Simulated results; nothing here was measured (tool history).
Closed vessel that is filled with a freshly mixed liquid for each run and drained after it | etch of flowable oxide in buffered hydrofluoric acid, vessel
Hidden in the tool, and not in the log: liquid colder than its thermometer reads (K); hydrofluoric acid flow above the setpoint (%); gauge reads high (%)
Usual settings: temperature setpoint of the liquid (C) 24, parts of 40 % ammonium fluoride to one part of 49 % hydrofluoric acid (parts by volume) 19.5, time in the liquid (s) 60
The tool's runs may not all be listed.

run    hour  temperature setpoint of the liquid (C)  parts of 40 % ammonium fluoride to one part of 49 % hydrofluoric acid (parts by volume)  time in the liquid (s)  wafers since the last listed run  hours since the thermometer was replaced  hours since the hydrofluoric acid flow meter was replaced  hours since the gauge calibration  read-back film thickness of the flowable oxide reference wafer, read on the same gauge (nm)  thickness taken off the flowable oxide on a monitor wafer (nm)
  1       0                                      26                                                                                     19.5                      60                                 0                                    2464.4                                                     1187.6                             1093.2                                                                                       140.03                                                           103.2
  2    81.7                                      26                                                                                     19.5                      60                              9778                                    2546.1                                                     1269.3                             1174.9                                                                                       140.04                                                          103.07
  3   137.8                                      24                                                                                       15                      60                              6714                                    2602.2                                                     1325.4                               1231                                                                                       139.99                                                          120.59
  4     186                                      24                                                                                     19.5                      80                              5768                                    2650.4                                                     1373.6                             1279.2                                                                                       140.04                                                          124.04
  5   254.2                                      24                                                                                     19.5                      80                              8162                                    2718.6                                                     1441.8                             1347.4                                                                                       139.96                                                          122.71
  6   337.2                                      24                                                                                     19.5                      80                              9933                                    2801.6                                                     1524.8                             1430.4                                                                                       139.95                                                          124.36
  7   435.9                                      24                                                                                     19.5                      60                             11812                                    2900.3                                                     1623.5                             1529.1                                                                                       139.99                                                           93.26
  8   495.8                                      24                                                                                     19.5                      60                              7169                                    2960.2                                                     1683.4                               1589                                                                                       139.98                                                           93.44
  9   562.5                                      24                                                                                     19.5                      60                              7982                                    3026.9                                                     1750.1                             1655.7                                                                                       140.04                                                              93
 10   649.5                                      24                                                                                     19.5                      60                             10412                                    3113.9                                                     1837.1                             1742.7                                                                                       140.02                                                           93.69
 11   756.4                                      24                                                                                     14.5                      35                             12794                                    3220.8                                                       1944                             1849.6                                                                                       140.01                                                           73.33
 12   812.1                                    27.5                                                                                       22                      30                              6666                                    3276.5                                                     1999.7                             1905.3                                                                                       140.04                                                           50.96
      843.2  -- thermometer replaced
 13     863                                      20                                                                                     16.5                      85                              5972                                      19.8                                                     2050.6                             1956.2                                                                                       140.01                                                          125.86
      953.5  -- gauge calibrated
 14   961.5                                      24                                                                                       27                      60                             11788                                     118.3                                                     2149.1                                  8                                                                                       139.96                                                           74.07
 15  1002.2                                    19.5                                                                                     19.5                      75                              4871                                       159                                                     2189.8                               48.7                                                                                       140.04                                                           91.81
       1008  -- hydrofluoric acid flow meter replaced
 16  1214.3                                      24                                                                                     19.5                      45                             25265                                     371.1                                                      206.3                              260.8                                                                                       139.94                                                            68.7
 17  1307.7                                    28.5                                                                                     19.5                      60                             11178                                     464.5                                                      299.7                              354.2                                                                                       140.01                                                           116.3
 18  1414.9                                      19                                                                                     19.5                      60                             12830                                     571.7                                                      406.9                              461.4                                                                                       140.01                                                           68.46
 19  1481.7                                      24                                                                                     19.5                      60                              7994                                     638.5                                                      473.7                              528.2                                                                                       139.97                                                           91.36
 20    1524                                      24                                                                                     19.5                      45                              5062                                     680.8                                                        516                              570.5                                                                                       139.99                                                           68.85
 21  1625.5                                      24                                                                                     19.5                      50                             12147                                     782.3                                                      617.5                                672                                                                                          140                                                           76.11

Forecast each of these 3 alternatives for the next run:
  A  1626.2                                      24                                                                                       24                      60                                83                                       783                                                      618.2                              672.7                                                                                            ?                                                               ?
  B  1626.2                                      28                                                                                     26.5                      40                                83                                       783                                                      618.2                              672.7                                                                                            ?                                                               ?
  C  1626.2                                      27                                                                                     16.5                      85                                83                                       783                                                      618.2                              672.7                                                                                            ?                                                               ?

run  read-back film thickness of the flowable oxide reference wafer, read on the same gauge (nm)  thickness taken off the flowable oxide on a monitor wafer (nm)
  A                                                                                       139.99                                                            78.4
  B                                                                                       139.99                                                           60.66
  C                                                                                       139.99                                                          180.09
Without the tool's hidden state the same runs would have given:
run  thickness taken off the flowable oxide on a monitor wafer (nm)
  A                                                           77.33
  B                                                           59.84
  C                                                           176.6
